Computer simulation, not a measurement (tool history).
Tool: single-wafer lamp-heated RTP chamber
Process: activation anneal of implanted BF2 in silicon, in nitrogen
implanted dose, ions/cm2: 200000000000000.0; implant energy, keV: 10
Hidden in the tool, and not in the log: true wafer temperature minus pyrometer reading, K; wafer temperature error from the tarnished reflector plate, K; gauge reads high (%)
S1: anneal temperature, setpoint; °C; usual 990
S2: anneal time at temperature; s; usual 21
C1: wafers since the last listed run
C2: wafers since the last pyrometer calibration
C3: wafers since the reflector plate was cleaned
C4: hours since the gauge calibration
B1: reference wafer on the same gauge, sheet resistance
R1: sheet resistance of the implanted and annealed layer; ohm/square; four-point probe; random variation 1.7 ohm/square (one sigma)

Run 1, day 0: usual settings; C1 0; C2 6040; C3 977; C4 830.5; B1 563.11. Result: R1 592.99 ohm/square.
At day 0.204: pyrometer window cleaned and pyrometer calibrated.
Run 2, day 2.575: usual settings; C1 1410; C2 1410; C3 2387; C4 892.3; B1 562.99. Result: R1 592.6 ohm/square.
Run 3, day 6.671: usual settings; C1 2435; C2 3845; C3 4823; C4 990.6; B1 563.02. Result: R1 593.28 ohm/square.
Run 4, day 8.808: usual settings but S2 16 s; C1 1270; C2 5116; C3 6094; C4 1041.9; B1 562.66. Result: R1 598.12 ohm/square.
At day 11.812: pyrometer window cleaned and pyrometer calibrated.
Run 5, day 12.646: usual settings but S2 16 s; C1 2083; C2 496; C3 8177; C4 1134; B1 562.47. Result: R1 598.71 ohm/square.
Run 6, day 16.404: usual settings; C1 2234; C2 2731; C3 10412; C4 1224.2; B1 563.44. Result: R1 593.63 ohm/square.
At day 19.817: reflector plate cleaned.
Run 7, day 20.896: usual settings; C1 2472; C2 5203; C3 641; C4 1332; B1 563.25. Result: R1 593.15 ohm/square.
At day 22.321: gauge calibrated.
Run 8, day 23.467: usual settings; C1 1528; C2 6732; C3 2170; C4 27.5; B1 563.06. Result: R1 590.89 ohm/square.
At day 24.021: pyrometer window cleaned and pyrometer calibrated.
Run 9, day 27.675: usual settings but S1 1016 °C, S2 12 s; C1 2304; C2 2172; C3 4474; C4 128.5; B1 563.06. Result: R1 588.75 ohm/square.
Run 10, day 32.017: usual settings but S1 969 °C, S2 34 s; C1 2581; C2 4753; C3 7056; C4 232.7; B1 563.13. Result: R1 602.9 ohm/square.
At day 33.988: pyrometer window cleaned and pyrometer calibrated.
Run 11, day 34.079: usual settings but S1 1006 °C, S2 27 s; C1 1028; C2 54; C3 8084; C4 282.2; B1 563.15. Result: R1 579.15 ohm/square.
Run 12, day 37.229: usual settings but S1 976 °C; C1 1872; C2 1927; C3 9957; C4 357.8; B1 563.23. Result: R1 600.58 ohm/square.
Run 13, day 39.108: usual settings; C1 1117; C2 3044; C3 11074; C4 402.9; B1 562.4. Result: R1 591.33 ohm/square.
At day 40.433: reflector plate cleaned.
At day 43.679: pyrometer window cleaned and pyrometer calibrated.
Run 14, day 43.804: usual settings but S1 965 °C; C1 2395; C2 74; C3 1805; C4 515.6; B1 562.86. Result: R1 614.54 ohm/square.
Run 15, day 47.808: usual settings but S1 980 °C, S2 17 s; C1 2380; C2 2454; C3 4186; C4 611.7; B1 563.73. Result: R1 602 ohm/square.
Run 16, day 51.346: usual settings; C1 2103; C2 4558; C3 6289; C4 696.6; B1 563.1. Result: R1 595.99 ohm/square.

Forecast each of these 5 alternatives for the next run:
Run A, day 51.362: usual settings; C1 9; C2 4568; C3 6299; C4 697; B1 ?. Result: R1 ?.
Run B, day 51.362: usual settings but S2 31 s; C1 9; C2 4568; C3 6299; C4 697; B1 ?. Result: R1 ?.
Run C, day 51.362: usual settings but S1 968 °C, S2 29 s; C1 9; C2 4568; C3 6299; C4 697; B1 ?. Result: R1 ?.
Run D, day 51.362: usual settings but S1 1018 °C, S2 9 s; C1 9; C2 4568; C3 6299; C4 697; B1 ?. Result: R1 ?.
Run E, day 51.362: usual settings but S1 1001 °C, S2 32 s; C1 9; C2 4568; C3 6299; C4 697; B1 ?. Result: R1 ?.

run      B1      R1
  A  562.25   590.8
  B  562.25  583.84
  C  562.25  602.48
  D  562.25  588.16
  E  562.25  575.67
Without the tool's hidden state the same runs would have given:
run      R1
  A   590.8
  B  583.84
  C  602.48
  D  588.16
  E  575.67

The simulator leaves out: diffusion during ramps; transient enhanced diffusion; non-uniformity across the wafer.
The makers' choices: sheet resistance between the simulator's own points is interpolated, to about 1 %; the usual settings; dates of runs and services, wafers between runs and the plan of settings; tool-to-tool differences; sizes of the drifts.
